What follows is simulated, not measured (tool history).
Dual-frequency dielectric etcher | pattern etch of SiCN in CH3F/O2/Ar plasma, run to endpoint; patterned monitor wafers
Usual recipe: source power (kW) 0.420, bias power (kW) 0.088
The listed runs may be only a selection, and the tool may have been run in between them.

run,hour,source power (kW),bias power (kW),"incoming incoming film thickness, nm",endpoint time (s)
1,0.0,0.370,0.079,8.15,21.7
2,66.1,0.420,0.088,8.07,19.4
3,117.8,0.420,0.088,8.07,19.4
4,185.5,0.420,0.088,8.10,18.6
5,216.4,0.420,0.081,8.02,19.4
6,277.9,0.420,0.081,8.19,19.9
7,343.0,0.420,0.088,8.09,18.8
8,384.1,0.490,0.088,8.15,18.0
9,437.2,0.420,0.088,8.08,19.3
10,483.8,0.470,0.075,8.15,19.8
11,529.7,0.470,0.075,8.09,19.6
12,579.1,0.470,0.075,8.17,19.9
13,609.4,0.420,0.088,8.04,19.3
14,672.9,0.420,0.088,8.12,19.5
15,718.1,0.450,0.081,8.09,19.0
16,777.4,0.330,0.074,8.03,22.6
17,817.7,0.500,0.088,8.07,17.5
18,852.3,0.370,0.078,8.18,21.5
19,900.0,0.420,0.088,8.08,19.0
20,1000.5,0.480,0.100,8.17,17.2
21,1047.3,0.420,0.088,8.09,19.1
22,1109.5,0.470,0.080,8.13,19.2
23,1177.0,0.510,0.082,8.07,18.3
24,1230.8,0.420,0.088,8.14,19.6
25,1260.2,0.420,0.088,8.11,19.5
26,1330.3,0.320,0.074,8.11,23.1
27,1399.1,0.370,0.072,8.11,21.8
28,1429.4,0.420,0.088,8.18,19.1
29,1464.6,0.420,0.100,8.12,17.6
30,1518.6,0.420,0.088,8.20,19.1
31,1545.8,0.510,0.104,8.13,16.3
32,1603.4,0.520,0.088,8.10,17.3
33,1645.3,0.490,0.105,8.15,16.9
34,1697.1,0.420,0.088,8.17,19.4

Between the runs listed above, the log contained 6 entries, not reproduced here. Where in the sequence does each belong, and how does what the log doesn't record of the tool's condition differ from the listed run before to the listed run after?
From run 3 to run 4: wet clean of the chamber (hour 185.0)
  etch rate over this chamber's usual, %: -3.84 -> -0.0948
  measured minus no-state result, endpoint time (s): +0.7 -> +0.0
From run 12 to run 13: source power generator calibrated (hour 596.3)
  etch rate over this chamber's usual, %: -2.95 -> -3.17
  measured minus no-state result, endpoint time (s): +0.6 -> +0.6
From run 14 to run 15: wet clean of the chamber (hour 712.7)
  etch rate over this chamber's usual, %: -3.63 -> -0.291
  measured minus no-state result, endpoint time (s): +0.7 -> +0.1
From run 20 to run 21: bias power generator calibrated (hour 1019.0)
  etch rate over this chamber's usual, %: -2.34 -> -2.68
  measured minus no-state result, endpoint time (s): +0.4 -> +0.5
From run 22 to run 23: upper electrode replaced (hour 1146.0)
  etch rate over this chamber's usual, %: -3.13 -> -3.62
  measured minus no-state result, endpoint time (s): +0.6 -> +0.7
From run 25 to run 26: wet clean of the chamber (hour 1314.7)
  etch rate over this chamber's usual, %: -4.22 -> 0.198
  measured minus no-state result, endpoint time (s): +0.8 -> -0.1
